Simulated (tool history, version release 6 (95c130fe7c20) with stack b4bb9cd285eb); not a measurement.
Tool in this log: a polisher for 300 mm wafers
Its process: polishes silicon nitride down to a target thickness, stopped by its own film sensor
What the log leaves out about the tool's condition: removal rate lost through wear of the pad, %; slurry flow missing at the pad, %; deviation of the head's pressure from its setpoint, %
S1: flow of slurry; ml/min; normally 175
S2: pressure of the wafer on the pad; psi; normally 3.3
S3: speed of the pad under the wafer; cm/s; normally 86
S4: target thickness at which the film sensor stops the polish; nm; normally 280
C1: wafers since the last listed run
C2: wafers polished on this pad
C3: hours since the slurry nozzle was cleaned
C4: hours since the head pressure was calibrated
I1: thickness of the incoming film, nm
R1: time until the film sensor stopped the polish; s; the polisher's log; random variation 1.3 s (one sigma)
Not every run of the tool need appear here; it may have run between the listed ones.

run	hour	S1	S2	S3	S4	C1	C2	C3	C4	I1	R1
1	0.0	175	3.3	64	280	0	570	304.5	443.5	472.6	184.6
2	11.9	175	3.3	64	280	53	623	316.4	455.4	464.3	177.0
3	23.4	175	3.3	64	280	51	675	327.9	466.9	472.0	185.3
4	34.2	175	3.3	86	280	48	723	338.7	477.7	469.2	146.1
5	40.9	175	3.3	96	251	29	753	345.4	484.4	463.4	151.3
# hour 53.7: worn pad replaced by a new one
6	54.2	175	3.3	96	251	41	2	358.7	497.7	477.3	157.7
7	60.0	175	3.3	96	251	25	28	364.5	503.5	468.7	152.0
8	66.7	175	3.3	86	280	29	57	371.2	510.2	469.3	144.5
9	81.6	130	3.3	86	280	66	124	386.1	525.1	469.8	154.7
10	99.2	175	2.4	86	280	78	202	403.7	542.7	476.3	200.2
11	105.9	175	2.4	86	280	29	232	410.4	549.4	474.5	197.5
12	123.4	175	2.4	86	280	78	310	427.9	566.9	465.5	185.8
13	130.4	175	3.3	86	280	31	341	434.9	573.9	478.0	152.5
14	142.0	175	3.3	86	280	51	393	446.5	585.5	471.4	144.1
15	155.0	175	3.3	76	280	57	451	459.5	598.5	475.6	163.9
16	166.5	175	3.3	78	239	51	502	471.0	610.0	467.9	187.6
17	182.4	175	3.3	86	280	70	573	486.9	625.9	467.9	144.8
18	188.6	135	2.2	94	280	27	601	493.1	632.1	463.2	193.2
# hour 203.8: head pressure recalibrated
19	204.3	175	3.3	86	280	61	662	508.8	0.5	464.8	140.7
# hour 209.6: worn pad replaced by a new one
20	216.0	175	3.3	86	222	34	28	520.5	12.2	464.2	185.0
21	232.7	195	2.5	96	245	74	102	537.2	28.9	476.2	204.5
22	244.4	175	2.2	86	280	52	155	548.9	40.6	478.2	215.7
23	259.6	175	3.3	86	280	67	222	564.1	55.8	477.5	149.7
24	272.0	200	3.3	86	246	55	278	576.5	68.2	468.2	167.8
25	305.3	175	3.3	86	280	148	426	609.8	101.5	469.6	143.7
26	314.3	175	3.3	86	280	40	466	618.8	110.5	466.5	142.3
27	324.5	120	2.4	86	280	45	512	629.0	120.7	462.8	195.4
28	332.1	175	2.9	86	318	33	546	636.6	128.3	477.8	136.4
# hour 333.6: slurry nozzle cleaned
29	345.0	210	3.7	98	280	53	599	11.4	141.2	463.4	109.9
30	356.7	175	3.3	86	304	52	651	23.1	152.9	475.4	130.6
31	367.3	145	4.1	104	263	47	698	33.7	163.5	468.1	115.0
32	376.8	175	3.3	74	280	42	740	43.2	173.0	475.2	166.5
# hour 392.2: worn pad replaced by a new one
33	392.7	175	3.3	86	280	53	2	59.1	188.9	472.0	146.0
34	403.3	175	3.3	108	319	47	49	69.7	199.5	467.1	94.8
35	414.9	175	2.2	96	335	51	101	81.3	211.1	471.5	134.6
36	431.7	195	3.3	106	280	74	176	98.1	227.9	466.1	119.6
37	448.1	175	3.3	86	280	73	249	114.5	244.3	477.8	151.3

Forecast each of these 4 alternatives for the next run:
A	448.6	175	3.3	86	342	2	251	115.0	244.8	463.7	?
B	448.6	195	2.6	104	306	2	251	115.0	244.8	463.7	?
C	448.6	115	2.5	78	343	2	251	115.0	244.8	463.7	?
D	448.6	175	3.3	96	312	2	251	115.0	244.8	463.7	?

run	R1
A	91.4
B	123.4
C	134.1
D	104.3
With no hidden state in the tool, these same runs would have given:
run	R1
A	91.4
B	123.4
C	134.1
D	104.3

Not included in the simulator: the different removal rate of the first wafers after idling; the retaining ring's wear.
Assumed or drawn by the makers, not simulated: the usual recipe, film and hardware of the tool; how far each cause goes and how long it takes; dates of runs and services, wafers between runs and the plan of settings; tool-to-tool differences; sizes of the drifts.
